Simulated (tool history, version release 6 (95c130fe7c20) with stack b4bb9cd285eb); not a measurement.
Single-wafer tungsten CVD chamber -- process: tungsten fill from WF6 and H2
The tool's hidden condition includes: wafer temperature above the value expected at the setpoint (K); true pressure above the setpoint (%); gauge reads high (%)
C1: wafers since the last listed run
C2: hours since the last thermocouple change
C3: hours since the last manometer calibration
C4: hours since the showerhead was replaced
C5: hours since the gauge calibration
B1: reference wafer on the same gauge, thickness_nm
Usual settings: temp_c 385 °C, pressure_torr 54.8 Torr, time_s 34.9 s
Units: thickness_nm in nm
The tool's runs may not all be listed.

Run 1, hour 0.0: usual settings; C1 0; C2 2473.2; C3 1371.7; C4 4887.8; C5 176.1; B1 96.007. Result: thickness_nm 105.127 nm.
Run 2, hour 40.5: usual settings but temp_c 375 °C, time_s 37.9 s; C1 433; C2 2513.7; C3 1412.2; C4 4928.3; C5 216.6; B1 96.020. Result: thickness_nm 95.310 nm.
Run 3, hour 76.2: usual settings but temp_c 375 °C, time_s 37.9 s; C1 382; C2 2549.4; C3 1447.9; C4 4964.0; C5 252.3; B1 95.952. Result: thickness_nm 95.401 nm.
Run 4, hour 92.4: usual settings; C1 173; C2 2565.6; C3 1464.1; C4 4980.2; C5 268.5; B1 96.031. Result: thickness_nm 104.522 nm.
Run 5, hour 114.3: usual settings; C1 234; C2 2587.5; C3 1486.0; C4 5002.1; C5 290.4; B1 95.990. Result: thickness_nm 104.849 nm.
Run 6, hour 147.7: usual settings; C1 357; C2 2620.9; C3 1519.4; C4 5035.5; C5 323.8; B1 95.969. Result: thickness_nm 105.053 nm.
Run 7, hour 163.5: usual settings; C1 169; C2 2636.7; C3 1535.2; C4 5051.3; C5 339.6; B1 96.066. Result: thickness_nm 104.913 nm.
Run 8, hour 180.1: usual settings; C1 177; C2 2653.3; C3 1551.8; C4 5067.9; C5 356.2; B1 95.884. Result: thickness_nm 104.933 nm.
At hour 227.3: thermocouple changed; heater temperature recalibrated.
At hour 254.5: showerhead replaced.
Run 9, hour 286.7: usual settings; C1 970; C2 59.4; C3 1658.4; C4 32.2; C5 462.8; B1 95.915. Result: thickness_nm 104.567 nm.
Run 10, hour 319.4: usual settings; C1 350; C2 92.1; C3 1691.1; C4 64.9; C5 495.5; B1 95.969. Result: thickness_nm 104.657 nm.
Run 11, hour 333.6: usual settings; C1 152; C2 106.3; C3 1705.3; C4 79.1; C5 509.7; B1 95.960. Result: thickness_nm 104.570 nm.
Run 12, hour 348.6: usual settings but time_s 32.8 s; C1 160; C2 121.3; C3 1720.3; C4 94.1; C5 524.7; B1 95.987. Result: thickness_nm 98.496 nm.
Run 13, hour 364.3: usual settings but temp_c 392 °C, pressure_torr 64.4 Torr, time_s 29.0 s; C1 168; C2 137.0; C3 1736.0; C4 109.8; C5 540.4; B1 95.987. Result: thickness_nm 104.113 nm.
Run 14, hour 389.2: usual settings but pressure_torr 50.5 Torr; C1 266; C2 161.9; C3 1760.9; C4 134.7; C5 565.3; B1 95.988. Result: thickness_nm 101.603 nm.
Run 15, hour 425.0: usual settings but pressure_torr 61.9 Torr; C1 383; C2 197.7; C3 1796.7; C4 170.5; C5 601.1; B1 95.908. Result: thickness_nm 109.571 nm.
Run 16, hour 458.1: usual settings but temp_c 380 °C, pressure_torr 43.9 Torr, time_s 39.8 s; C1 354; C2 230.8; C3 1829.8; C4 203.6; C5 634.2; B1 95.976. Result: thickness_nm 101.778 nm.
At hour 461.7: gauge calibrated.
Run 17, hour 524.7: usual settings but temp_c 373 °C, pressure_torr 61.0 Torr, time_s 38.8 s; C1 713; C2 297.4; C3 1896.4; C4 270.2; C5 63.0; B1 95.957. Result: thickness_nm 97.482 nm.
Run 18, hour 558.2: usual settings but time_s 41.8 s; C1 358; C2 330.9; C3 1929.9; C4 303.7; C5 96.5; B1 95.916. Result: thickness_nm 125.256 nm.
Run 19, hour 590.5: usual settings but time_s 41.8 s; C1 345; C2 363.2; C3 1962.2; C4 336.0; C5 128.8; B1 96.060. Result: thickness_nm 125.155 nm.
Run 20, hour 610.8: usual settings; C1 217; C2 383.5; C3 1982.5; C4 356.3; C5 149.1; B1 95.943. Result: thickness_nm 104.790 nm.

What does the tool deliver on the next run?
Run 21, hour 627.1: usual settings but pressure_torr 50.5 Torr; C1 174; C2 399.8; C3 1998.8; C4 372.6; C5 165.4; B1 ?. Result: thickness_nm ?.

Run 21 produced B1 96.044, thickness_nm 101.809 nm.
Were there no unlogged condition in the tool, this run, its random variation unchanged, would have produced thickness_nm 101.809 nm.
